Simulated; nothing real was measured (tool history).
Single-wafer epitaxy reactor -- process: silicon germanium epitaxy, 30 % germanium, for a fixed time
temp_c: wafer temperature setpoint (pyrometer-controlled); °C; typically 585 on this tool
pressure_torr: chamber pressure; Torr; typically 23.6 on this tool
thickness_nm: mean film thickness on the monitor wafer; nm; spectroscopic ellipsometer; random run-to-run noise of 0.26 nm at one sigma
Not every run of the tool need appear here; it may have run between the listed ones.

run,hour,temp_c,pressure_torr,"read-back reference wafer on the same gauge, thickness_nm",thickness_nm
1,0.0,585,23.6,53.008,47.516
2,10.9,585,23.6,52.716,46.824
3,22.6,585,23.6,53.035,47.366
4,39.6,579,23.6,52.925,41.513
# hour 81.1: gauge calibrated
5,86.4,579,23.6,52.824,41.358
6,103.5,579,23.6,52.815,41.000
7,112.2,585,23.6,52.843,47.096
8,129.5,585,23.6,52.895,47.333
9,140.9,585,23.6,52.832,46.823
10,148.9,585,23.6,52.716,46.631
11,163.2,594,19.5,52.873,52.985
12,171.8,585,23.6,52.883,47.006
13,181.6,585,23.6,52.950,46.773
# hour 192.0: capacitance manometer re-zeroed and calibrated
14,192.5,585,26.3,52.891,48.923
15,200.2,575,25.7,52.862,38.882
16,211.5,600,21.5,52.892,62.631
17,222.3,589,23.6,52.977,51.233
# hour 232.4: pyrometer calibrated
18,232.9,585,23.6,52.823,47.065
# hour 241.8: showerhead replaced
19,242.3,590,17.9,52.881,47.109
20,245.4,592,23.6,52.785,55.199
21,260.0,600,17.9,52.823,58.497
22,276.7,591,28.1,52.900,57.122
23,283.6,585,19.8,53.054,44.216
24,291.6,571,27.1,52.789,36.622
25,304.4,590,26.1,52.890,54.316
26,310.8,570,23.6,52.867,33.715
27,328.0,594,25.8,52.860,58.616
28,334.7,580,19.1,52.935,39.302
29,350.0,594,23.6,52.953,57.460
30,356.3,576,27.2,52.905,40.695
31,362.6,585,23.6,52.929,46.665
32,370.5,576,27.2,52.850,40.601
33,382.0,585,23.6,52.941,47.081
34,391.9,585,23.6,52.935,46.441

Predict each of these 5 candidate next runs independently; none follows another, all start after run 34:
A,392.3,585,20.9,?,?
B,392.3,594,26.1,?,?
C,392.3,580,20.3,?,?
D,392.3,595,23.6,?,?
E,392.3,571,25.8,?,?

run,"read-back reference wafer on the same gauge, thickness_nm",thickness_nm
A,52.899,44.585
B,52.899,58.516
C,52.899,39.588
D,52.899,57.615
E,52.899,35.369
Stripped of hidden state, with their random variation kept, the same runs would have yielded:
run,thickness_nm
A,44.585
B,58.516
C,39.588
D,57.615
E,35.369
